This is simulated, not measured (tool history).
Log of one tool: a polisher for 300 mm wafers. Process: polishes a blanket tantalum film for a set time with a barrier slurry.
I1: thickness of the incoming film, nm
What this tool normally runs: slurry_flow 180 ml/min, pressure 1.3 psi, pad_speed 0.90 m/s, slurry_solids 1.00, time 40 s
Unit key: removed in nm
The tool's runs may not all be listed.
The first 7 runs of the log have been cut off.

run 8 hour=160.1 | slurry_flow=180 pressure=1.3 pad_speed=0.90 slurry_solids=1.00 time=40 | I1=240.2 | removed=35.6
run 9 hour=172.3 | slurry_flow=180 pressure=1.6 pad_speed=1.02 slurry_solids=1.00 time=40 | I1=244.4 | removed=49.8
-- hour=188.6 worn pad replaced by a new one
run 10 hour=202.9 | slurry_flow=180 pressure=1.3 pad_speed=0.90 slurry_solids=0.90 time=40 | I1=238.9 | removed=34.4
-- hour=222.5 head pressure recalibrated
run 11 hour=238.5 | slurry_flow=180 pressure=1.3 pad_speed=0.90 slurry_solids=1.00 time=40 | I1=239.5 | removed=33.8
run 12 hour=261.9 | slurry_flow=180 pressure=1.3 pad_speed=0.90 slurry_solids=1.00 time=40 | I1=242.0 | removed=33.0
run 13 hour=276.7 | slurry_flow=180 pressure=1.3 pad_speed=0.78 slurry_solids=1.25 time=40 | I1=240.1 | removed=31.0
run 14 hour=296.7 | slurry_flow=135 pressure=1.7 pad_speed=0.90 slurry_solids=0.70 time=28 | I1=237.4 | removed=26.7
run 15 hour=328.6 | slurry_flow=140 pressure=1.3 pad_speed=0.90 slurry_solids=0.90 time=40 | I1=238.0 | removed=29.9
run 16 hour=345.3 | slurry_flow=180 pressure=1.3 pad_speed=0.90 slurry_solids=1.00 time=40 | I1=238.4 | removed=32.4
-- hour=351.3 slurry nozzle cleaned
run 17 hour=359.1 | slurry_flow=115 pressure=1.3 pad_speed=0.90 slurry_solids=1.00 time=40 | I1=234.8 | removed=32.3
-- hour=383.1 slurry blender recalibrated
run 18 hour=395.0 | slurry_flow=150 pressure=1.3 pad_speed=0.66 slurry_solids=1.00 time=40 | I1=239.5 | removed=26.2
run 19 hour=412.9 | slurry_flow=125 pressure=1.3 pad_speed=1.10 slurry_solids=0.90 time=40 | I1=239.4 | removed=41.8
-- hour=438.4 worn pad replaced by a new one
run 20 hour=446.1 | slurry_flow=180 pressure=1.3 pad_speed=0.90 slurry_solids=1.00 time=31 | I1=243.5 | removed=27.6
run 21 hour=481.6 | slurry_flow=145 pressure=1.3 pad_speed=0.80 slurry_solids=0.70 time=40 | I1=241.6 | removed=29.4
run 22 hour=515.2 | slurry_flow=180 pressure=1.0 pad_speed=0.90 slurry_solids=1.15 time=35 | I1=237.8 | removed=24.8
run 23 hour=543.5 | slurry_flow=180 pressure=1.3 pad_speed=0.90 slurry_solids=1.00 time=40 | I1=238.5 | removed=35.5
run 24 hour=564.0 | slurry_flow=155 pressure=0.9 pad_speed=1.08 slurry_solids=1.00 time=53 | I1=239.8 | removed=39.2
run 25 hour=579.1 | slurry_flow=155 pressure=1.3 pad_speed=0.90 slurry_solids=1.15 time=40 | I1=237.0 | removed=36.3
run 26 hour=594.5 | slurry_flow=180 pressure=1.0 pad_speed=1.18 slurry_solids=0.90 time=49 | I1=239.3 | removed=43.4
run 27 hour=619.3 | slurry_flow=180 pressure=1.3 pad_speed=0.90 slurry_solids=1.00 time=40 | I1=242.7 | removed=36.4
-- hour=640.3 head pressure recalibrated
run 28 hour=640.8 | slurry_flow=235 pressure=0.8 pad_speed=1.04 slurry_solids=1.00 time=48 | I1=241.2 | removed=31.1
run 29 hour=654.6 | slurry_flow=180 pressure=1.3 pad_speed=0.90 slurry_solids=1.00 time=40 | I1=243.6 | removed=35.1
-- hour=720.3 worn pad replaced by a new one
-- hour=739.1 slurry blender recalibrated
run 30 hour=756.5 | slurry_flow=180 pressure=1.3 pad_speed=0.90 slurry_solids=1.00 time=40 | I1=238.1 | removed=36.1
run 31 hour=863.3 | slurry_flow=125 pressure=1.3 pad_speed=0.90 slurry_solids=1.10 time=32 | I1=237.5 | removed=26.2

Consider 3 possible next runs. They are alternatives, not a sequence: every one starts from the tool as it was left by run 31. What does each give?
run A hour=863.7 | slurry_flow=180 pressure=1.3 pad_speed=0.90 slurry_solids=1.00 time=40 | I1=240.2 | removed=?
run B hour=863.7 | slurry_flow=210 pressure=0.9 pad_speed=0.90 slurry_solids=0.85 time=53 | I1=240.2 | removed=?
run C hour=863.7 | slurry_flow=180 pressure=0.9 pad_speed=0.90 slurry_solids=0.75 time=40 | I1=240.2 | removed=?

run=A removed=35.0
run=B removed=32.1
run=C removed=23.1
Take away the tool's hidden state, keep each run's random variation, and the runs would have read:
run=A removed=36.9
run=B removed=33.7
run=C removed=24.5
